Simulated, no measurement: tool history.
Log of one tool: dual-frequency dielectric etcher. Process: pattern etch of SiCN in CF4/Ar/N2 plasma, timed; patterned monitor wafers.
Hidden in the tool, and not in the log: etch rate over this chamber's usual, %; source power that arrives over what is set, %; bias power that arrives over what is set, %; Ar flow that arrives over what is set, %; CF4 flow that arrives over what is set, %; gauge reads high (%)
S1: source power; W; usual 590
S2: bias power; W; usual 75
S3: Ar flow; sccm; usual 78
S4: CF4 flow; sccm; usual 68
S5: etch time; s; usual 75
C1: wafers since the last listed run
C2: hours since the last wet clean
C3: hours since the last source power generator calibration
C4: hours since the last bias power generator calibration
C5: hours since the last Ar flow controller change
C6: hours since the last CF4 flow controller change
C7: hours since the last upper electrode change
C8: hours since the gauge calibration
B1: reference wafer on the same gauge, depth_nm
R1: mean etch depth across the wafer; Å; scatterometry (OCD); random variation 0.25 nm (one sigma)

| run | hour | S1 | S2 | S3 | S4 | S5 | C1 | C2 | C3 | C4 | C5 | C6 | C7 | C8 | B1 | R1 |
|---|---|---|---|---|---|---|---|---|---|---|---|---|---|---|---|---|
| 1 | 0 | 590 | 60 | 78 | 68 | 63.5 | 0 | 433.5 | 3420.4 | 2158.9 | 2617 | 3102.8 | 5345.3 | 850.1 | 75.2 | 687 |
|  | 33.7 | Ar flow controller replaced |
| 2 | 34.2 | 590 | 64 | 78 | 68 | 75 | 402 | 467.7 | 3454.6 | 2193.1 | 0.5 | 3137 | 5379.5 | 884.3 | 75.2 | 823 |
|  | 62.8 | bias power generator calibrated |
| 3 | 84.6 | 590 | 64 | 78 | 68 | 75 | 662 | 518.1 | 3505 | 21.8 | 50.9 | 3187.4 | 5429.9 | 934.7 | 75.2 | 819 |
|  | 87.1 | gauge calibrated |
| 4 | 111.1 | 590 | 64 | 78 | 68 | 75 | 378 | 544.6 | 3531.5 | 48.3 | 77.4 | 3213.9 | 5456.4 | 24 | 75.2 | 817 |
| 5 | 154.8 | 680 | 75 | 78 | 68 | 75 | 623 | 588.3 | 3575.2 | 92 | 121.1 | 3257.6 | 5500.1 | 67.7 | 75.2 | 932 |
| 6 | 199.6 | 680 | 75 | 78 | 68 | 75 | 639 | 633.1 | 3620 | 136.8 | 165.9 | 3302.4 | 5544.9 | 112.5 | 75.2 | 927 |
|  | 262.7 | wet clean of the chamber |
| 7 | 263.2 | 590 | 67 | 78 | 68 | 75 | 565 | 0.5 | 3683.6 | 200.4 | 229.5 | 3366 | 5608.5 | 176.1 | 75.2 | 823 |
|  | 308.7 | CF4 flow controller replaced |
| 8 | 319.1 | 590 | 75 | 78 | 68 | 56.5 | 712 | 56.4 | 3739.5 | 256.3 | 285.4 | 10.4 | 5664.4 | 232 | 75.2 | 630 |
|  | 348.8 | source power generator calibrated |
| 9 | 373.5 | 590 | 75 | 78 | 68 | 68 | 719 | 110.8 | 24.7 | 310.7 | 339.8 | 64.8 | 5718.8 | 286.4 | 75.2 | 760 |
| 10 | 433 | 660 | 83 | 61 | 68 | 94.5 | 849 | 170.3 | 84.2 | 370.2 | 399.3 | 124.3 | 5778.3 | 345.9 | 75.2 | 1212 |
| 11 | 473.7 | 590 | 87 | 78 | 68 | 61 | 580 | 211 | 124.9 | 410.9 | 440 | 165 | 5819 | 386.6 | 75.2 | 703 |
| 12 | 505.8 | 710 | 67 | 66 | 68 | 92 | 458 | 243.1 | 157 | 443 | 472.1 | 197.1 | 5851.1 | 418.7 | 75.2 | 1189 |
| 13 | 554.4 | 590 | 75 | 78 | 68 | 75 | 693 | 291.7 | 205.6 | 491.6 | 520.7 | 245.7 | 5899.7 | 467.3 | 75.2 | 838 |
| 14 | 578.5 | 590 | 75 | 78 | 68 | 75 | 343 | 315.8 | 229.7 | 515.7 | 544.8 | 269.8 | 5923.8 | 491.4 | 75.2 | 845 |
|  | 608.7 | upper electrode replaced |
| 15 | 636.3 | 590 | 66 | 85 | 68 | 75 | 482 | 373.6 | 287.5 | 573.5 | 602.6 | 327.6 | 27.6 | 549.2 | 75.2 | 814 |
| 16 | 671.5 | 590 | 75 | 78 | 68 | 75 | 502 | 408.8 | 322.7 | 608.7 | 637.8 | 362.8 | 62.8 | 584.4 | 75.2 | 839 |
| 17 | 712.6 | 700 | 75 | 72 | 81 | 75 | 586 | 449.9 | 363.8 | 649.8 | 678.9 | 403.9 | 103.9 | 625.5 | 75.1 | 989 |
| 18 | 775.7 | 590 | 90 | 70 | 56 | 91.5 | 900 | 513 | 426.9 | 712.9 | 742 | 467 | 167 | 688.6 | 75.2 | 1053 |
|  | 837.5 | wet clean of the chamber |
| 19 | 838 | 590 | 75 | 78 | 68 | 75 | 546 | 0.5 | 489.2 | 775.2 | 804.3 | 529.3 | 229.3 | 750.9 | 75.2 | 837 |
| 20 | 869.3 | 590 | 64 | 78 | 68 | 75 | 446 | 31.8 | 520.5 | 806.5 | 835.6 | 560.6 | 260.6 | 782.2 | 75.2 | 816 |
|  | 898 | gauge calibrated |
| 21 | 898.2 | 530 | 75 | 64 | 68 | 75 | 412 | 60.7 | 549.4 | 835.4 | 864.5 | 589.5 | 289.5 | 0.2 | 75.2 | 800 |

The tool's hidden state at each run:
etch rate over this chamber's usual, %: 0 in every run
source power that arrives over what is set, %: 0 in every run
bias power that arrives over what is set, %: 0 in every run
Ar flow that arrives over what is set, %: 0 in every run
CF4 flow that arrives over what is set, %: 0 in every run
gauge reads high (%): 0 in every run
